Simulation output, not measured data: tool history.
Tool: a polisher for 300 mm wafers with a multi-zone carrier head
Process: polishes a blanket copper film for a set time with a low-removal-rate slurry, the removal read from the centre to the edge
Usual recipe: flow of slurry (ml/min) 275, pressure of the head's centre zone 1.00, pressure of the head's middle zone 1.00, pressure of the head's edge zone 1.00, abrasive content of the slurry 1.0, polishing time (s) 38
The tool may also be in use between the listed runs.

| run | day | flow of slurry (ml/min) | pressure of the head's centre zone | pressure of the head's middle zone | pressure of the head's edge zone | abrasive content of the slurry | polishing time (s) | incoming thickness of the incoming film, nm | film removed at the wafer's centre (nm) | film removed at mid-radius (nm) | film removed at the wafer's edge (nm) |
|---|---|---|---|---|---|---|---|---|---|---|---|
| 1 | 0.000 | 275 | 1.00 | 1.00 | 1.00 | 1.2 | 38 | 1372.4 | 114.0 | 116.5 | 116.5 |
| 2 | 1.158 | 275 | 1.00 | 1.00 | 1.00 | 1.0 | 28 | 1395.1 | 81.9 | 83.4 | 82.7 |
|  | 3.762 | slurry nozzle cleaned |
| 3 | 3.808 | 275 | 1.00 | 1.00 | 1.00 | 1.0 | 28 | 1371.2 | 79.4 | 83.3 | 82.7 |
| 4 | 5.529 | 275 | 1.00 | 1.00 | 1.00 | 1.0 | 38 | 1381.3 | 108.4 | 110.2 | 111.4 |
| 5 | 6.529 | 275 | 1.00 | 1.00 | 1.00 | 1.0 | 38 | 1407.4 | 108.8 | 108.2 | 109.7 |
| 6 | 9.404 | 275 | 1.00 | 1.00 | 1.00 | 1.0 | 38 | 1382.0 | 107.4 | 107.6 | 106.8 |
|  | 10.175 | worn pad replaced by a new one |
| 7 | 10.421 | 275 | 1.00 | 1.00 | 1.00 | 1.0 | 38 | 1403.8 | 113.4 | 114.2 | 112.4 |
|  | 10.608 | centre zone pressure recalibrated |
| 8 | 13.050 | 275 | 1.00 | 1.00 | 1.00 | 1.0 | 38 | 1382.0 | 111.7 | 113.7 | 112.7 |
|  | 16.617 | carrier head's membrane replaced by a new one |
|  | 18.621 | edge zone pressure recalibrated |
| 9 | 21.042 | 275 | 0.94 | 1.00 | 1.00 | 0.9 | 38 | 1381.3 | 99.3 | 104.4 | 104.2 |
|  | 22.500 | worn pad replaced by a new one |
| 10 | 23.446 | 275 | 1.00 | 0.89 | 0.91 | 0.8 | 48 | 1379.4 | 136.0 | 127.0 | 131.4 |
| 11 | 26.175 | 275 | 1.00 | 1.10 | 1.00 | 1.0 | 38 | 1352.0 | 110.3 | 122.4 | 111.9 |
| 12 | 27.283 | 320 | 0.95 | 1.00 | 0.94 | 0.9 | 38 | 1348.9 | 106.5 | 110.7 | 108.2 |
|  | 28.371 | slurry nozzle cleaned |
|  | 35.112 | worn pad replaced by a new one |
| 13 | 35.571 | 185 | 1.00 | 1.00 | 1.00 | 1.0 | 38 | 1363.5 | 106.7 | 108.9 | 109.6 |
| 14 | 36.738 | 275 | 1.00 | 1.00 | 1.00 | 1.0 | 38 | 1391.4 | 110.4 | 113.1 | 113.6 |

What will run 15 give?
|  | 38.092 | centre zone pressure recalibrated |
| 15 | 38.525 | 275 | 1.00 | 1.00 | 0.96 | 1.0 | 38 | 1390.9 | ? | ? | ? |

film removed at the wafer's centre (nm): 110.3
film removed at mid-radius (nm): 112.1
film removed at the wafer's edge (nm): 110.2
Minus the tool's unlogged condition, the same run would have read film removed at the wafer's centre (nm) 111.1, film removed at mid-radius (nm) 112.9, film removed at the wafer's edge (nm) 111.0.

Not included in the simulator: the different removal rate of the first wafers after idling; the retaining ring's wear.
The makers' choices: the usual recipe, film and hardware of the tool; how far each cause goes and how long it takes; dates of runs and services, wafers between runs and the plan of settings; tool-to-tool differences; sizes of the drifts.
